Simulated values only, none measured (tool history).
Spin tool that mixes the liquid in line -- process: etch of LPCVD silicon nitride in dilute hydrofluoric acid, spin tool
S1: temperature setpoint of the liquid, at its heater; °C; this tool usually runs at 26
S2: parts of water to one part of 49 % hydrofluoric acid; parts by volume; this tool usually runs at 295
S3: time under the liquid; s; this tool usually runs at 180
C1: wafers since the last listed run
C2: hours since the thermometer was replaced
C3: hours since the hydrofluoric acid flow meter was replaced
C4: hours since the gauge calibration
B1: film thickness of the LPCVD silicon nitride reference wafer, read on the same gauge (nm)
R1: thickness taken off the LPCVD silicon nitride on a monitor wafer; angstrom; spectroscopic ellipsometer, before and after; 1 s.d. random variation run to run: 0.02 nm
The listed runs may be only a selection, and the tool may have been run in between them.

run,hour,S1,S2,S3,C1,C2,C3,C4,B1,R1
1,0,26,295,180,0,1661.5,402,1042.8,89.978,3.04
2,52.1,26,295,180,392,1713.6,454.1,1094.9,89.999,2.97
# hour 130.3: thermometer replaced
3,139.5,26,240,95,650,9.2,541.5,1182.3,90.021,1.9
4,244,26,295,180,787,113.7,646,1286.8,89.971,3.25
5,330.5,26,295,180,651,200.2,732.5,1373.3,89.98,3.31
6,388.2,26,180,180,434,257.9,790.2,1431,90.007,5.93
7,476.7,26,180,180,666,346.4,878.7,1519.5,90.006,5
8,567,26,295,180,680,436.7,969,1609.8,90.003,3.23
9,667.7,26,295,180,758,537.4,1069.7,1710.5,89.976,3.54
10,846.1,26,295,180,1343,715.8,1248.1,1888.9,90.011,2.9
# hour 897.2: gauge calibrated
11,923.8,26,295,180,585,793.5,1325.8,26.6,89.999,3.13
12,999.6,26,295,180,570,869.3,1401.6,102.4,89.985,3.19
13,1061.9,26,295,180,469,931.6,1463.9,164.7,90.042,3.61
14,1115,26,295,180,399,984.7,1517,217.8,90.004,3.16
15,1167.2,26,295,180,393,1036.9,1569.2,270,89.998,3.32
16,1217.3,26,295,180,377,1087,1619.3,320.1,90.054,3.27

Run 17, settings as shown, results not yet in. Your forecast:
17,1313.7,26,340,150,726,1183.4,1715.7,416.5,?,?

Run 17 came out at B1 90.056, R1 2.29 angstrom.
Had the tool carried no hidden state, the very same run would have given R1 2.29 angstrom.
